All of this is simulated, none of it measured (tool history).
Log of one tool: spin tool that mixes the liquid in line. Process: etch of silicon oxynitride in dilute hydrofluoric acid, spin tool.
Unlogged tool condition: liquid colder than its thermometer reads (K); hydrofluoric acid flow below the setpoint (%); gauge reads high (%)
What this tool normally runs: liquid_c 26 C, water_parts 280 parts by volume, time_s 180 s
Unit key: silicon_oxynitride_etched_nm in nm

run   hour  liquid_c  water_parts  time_s  wafers since the last listed run  hours since the thermometer was replaced  hours since the hydrofluoric acid flow meter was replaced  hours since the gauge calibration  read-back film thickness of the silicon oxynitride reference wafer, read on the same gauge (nm)  silicon_oxynitride_etched_nm
  1      0        26          360     180                                 0                                    1062.1                                                      300.8                              359.9                                                                                           90.031                         1.683
  2   13.3        26          280     180                                56                                    1075.4                                                      314.1                              373.2                                                                                            90.01                         2.304
  3   37.7        26          280     180                               102                                    1099.8                                                      338.5                              397.6                                                                                           90.026                         2.315
  4   67.6        26          280     180                               125                                    1129.7                                                      368.4                              427.5                                                                                            89.98                          2.29
  5   81.7        26          230     125                                59                                    1143.8                                                      382.5                              441.6                                                                                           89.945                         1.988
  6  106.2        24          330     180                               103                                    1168.3                                                        407                              466.1                                                                                           90.025                         1.747
  7    126        24          330     180                                83                                    1188.1                                                      426.8                              485.9                                                                                           89.994                         1.694
  8  139.1        24          330     180                                55                                    1201.2                                                      439.9                                499                                                                                           90.013                         1.721
  9  152.7      22.5          280     180                                57                                    1214.8                                                      453.5                              512.6                                                                                           90.012                          1.93
 10  165.1      22.5          280     180                                52                                    1227.2                                                      465.9                                525                                                                                           89.991                         1.945
 11  179.9        27          280     180                                62                                      1242                                                      480.7                              539.8                                                                                           90.026                         2.391
 12  194.3        26          280     110                                60                                    1256.4                                                      495.1                              554.2                                                                                           90.022                         1.389
     204.5  -- hydrofluoric acid flow meter replaced
 13  215.1        26          280     110                                83                                    1277.2                                                       10.6                                575                                                                                           89.987                         1.402
 14  235.3        26          280     110                                85                                    1297.4                                                       30.8                              595.2                                                                                               90                         1.381
 15  270.7        26          280     210                               149                                    1332.8                                                       66.2                              630.6                                                                                           90.008                         2.621
 16    323        29          280     180                               220                                    1385.1                                                      118.5                              682.9                                                                                            90.01                         2.535
 17  336.9        26          280      90                                58                                      1399                                                      132.4                              696.8                                                                                           90.003                         1.124
 18    351      29.5          280      95                                59                                    1413.1                                                      146.5                              710.9                                                                                           90.009                         1.375

What will run 19 give?
 19  384.4        28          210     180                               140                                    1446.5                                                      179.9                              744.3                                                                                                ?                             ?

{"run 19": {"read-back film thickness of the silicon oxynitride reference wafer, read on the same gauge (nm)": 89.988, "silicon_oxynitride_etched_nm": 3.449}}
On a tool with no hidden condition, and with the same random variation, this run would have come out at silicon_oxynitride_etched_nm 3.707 nm.

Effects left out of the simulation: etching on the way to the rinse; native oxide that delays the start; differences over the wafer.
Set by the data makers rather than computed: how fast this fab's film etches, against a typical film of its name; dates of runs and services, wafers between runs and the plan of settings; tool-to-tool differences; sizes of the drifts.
